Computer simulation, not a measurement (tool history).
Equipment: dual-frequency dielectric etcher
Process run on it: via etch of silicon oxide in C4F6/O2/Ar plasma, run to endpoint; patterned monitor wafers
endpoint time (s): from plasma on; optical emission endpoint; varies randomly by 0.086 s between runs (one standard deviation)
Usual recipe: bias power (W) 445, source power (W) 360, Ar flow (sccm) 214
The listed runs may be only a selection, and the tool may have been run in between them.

run    day  bias power (W)  source power (W)  Ar flow (sccm)  wafers since the last listed run  hours since the last wet clean  hours since the last bias power generator calibration  hours since the last source power generator calibration  hours since the last Ar flow controller change  hours since the last upper electrode change  incoming incoming film thickness, nm  endpoint time (s)
  1  0.000             445               360             214                                 0                           276.7                                                 4392.9                                                   1726.6                                          5587.0                                       4834.5                                  62.5               14.8
  2  0.371             445               360             175                               105                           285.6                                                 4401.8                                                   1735.5                                          5595.9                                       4843.4                                  62.6               14.5
  3  1.096             445               360             175                               205                           303.0                                                 4419.2                                                   1752.9                                          5613.3                                       4860.8                                  62.4               14.3
  4  1.588             445               360             175                               139                           314.8                                                 4431.0                                                   1764.7                                          5625.1                                       4872.6                                  63.4               14.7
  5  2.133             445               360             214                               155                           327.9                                                 4444.1                                                   1777.8                                          5638.2                                       4885.7                                  62.3               14.8
  6  2.504             445               360             214                               105                           336.8                                                 4453.0                                                   1786.7                                          5647.1                                       4894.6                                  62.8               14.9
     3.567  -- upper electrode replaced
  7  3.588             445               360             214                                23                           362.8                                                 4479.0                                                   1812.7                                          5673.1                                          0.5                                  62.1               14.5
  8  3.867             445               360             199                                79                           369.5                                                 4485.7                                                   1819.4                                          5679.8                                          7.2                                  62.6               14.7
     4.225  -- bias power generator calibrated
  9  4.246             445               360             214                                60                           378.6                                                    0.5                                                   1828.5                                          5688.9                                         16.3                                  62.2               14.7
     4.750  -- source power generator calibrated
 10  4.771             445               360             214                               101                           391.2                                                   13.1                                                      0.5                                          5701.5                                         28.9                                  63.1               14.7
     6.192  -- wet clean of the chamber
 11  6.212             548               360             214                               125                             0.5                                                   47.7                                                     35.1                                          5736.1                                         63.5                                  63.0               13.8
 12  6.225             445               290             214                                 3                             0.8                                                   48.0                                                     35.4                                          5736.4                                         63.8                                  62.7               15.6
 13  6.238             380               360             214                                 3                             1.1                                                   48.3                                                     35.7                                          5736.7                                         64.1                                  61.7               15.4
     6.500  -- Ar flow controller replaced
 14  6.662             416               270             198                                49                            11.3                                                   58.5                                                     45.9                                             3.9                                         74.3                                  61.5               15.6
 15  7.362             528               420             193                               198                            28.1                                                   75.3                                                     62.7                                            20.7                                         91.1                                  61.8               13.2
 16  7.704             489               330             249                                97                            36.3                                                   83.5                                                     70.9                                            28.9                                         99.3                                  62.3               14.7
 17  8.354             445               360             214                               184                            51.9                                                   99.1                                                     86.5                                            44.5                                        114.9                                  62.9               14.7

4 ways to go on from here, each from the tool as it stands after run 17. What would each give?
  A  8.371             445               360             214                                 4                            52.3                                                   99.5                                                     86.9                                            44.9                                        115.3                                  62.2                  ?
  B  8.371             445               430             234                                 4                            52.3                                                   99.5                                                     86.9                                            44.9                                        115.3                                  62.2                  ?
  C  8.371             445               430             214                                 4                            52.3                                                   99.5                                                     86.9                                            44.9                                        115.3                                  62.2                  ?
  D  8.371             383               440             239                                 4                            52.3                                                   99.5                                                     86.9                                            44.9                                        115.3                                  62.2                  ?

run  endpoint time (s)
  A               14.7
  B               14.3
  C               14.2
  D               15.0
Take away the tool's hidden state, keep each run's random variation, and the runs would have read:
run  endpoint time (s)
  A               14.7
  B               14.3
  C               14.2
  D               15.0
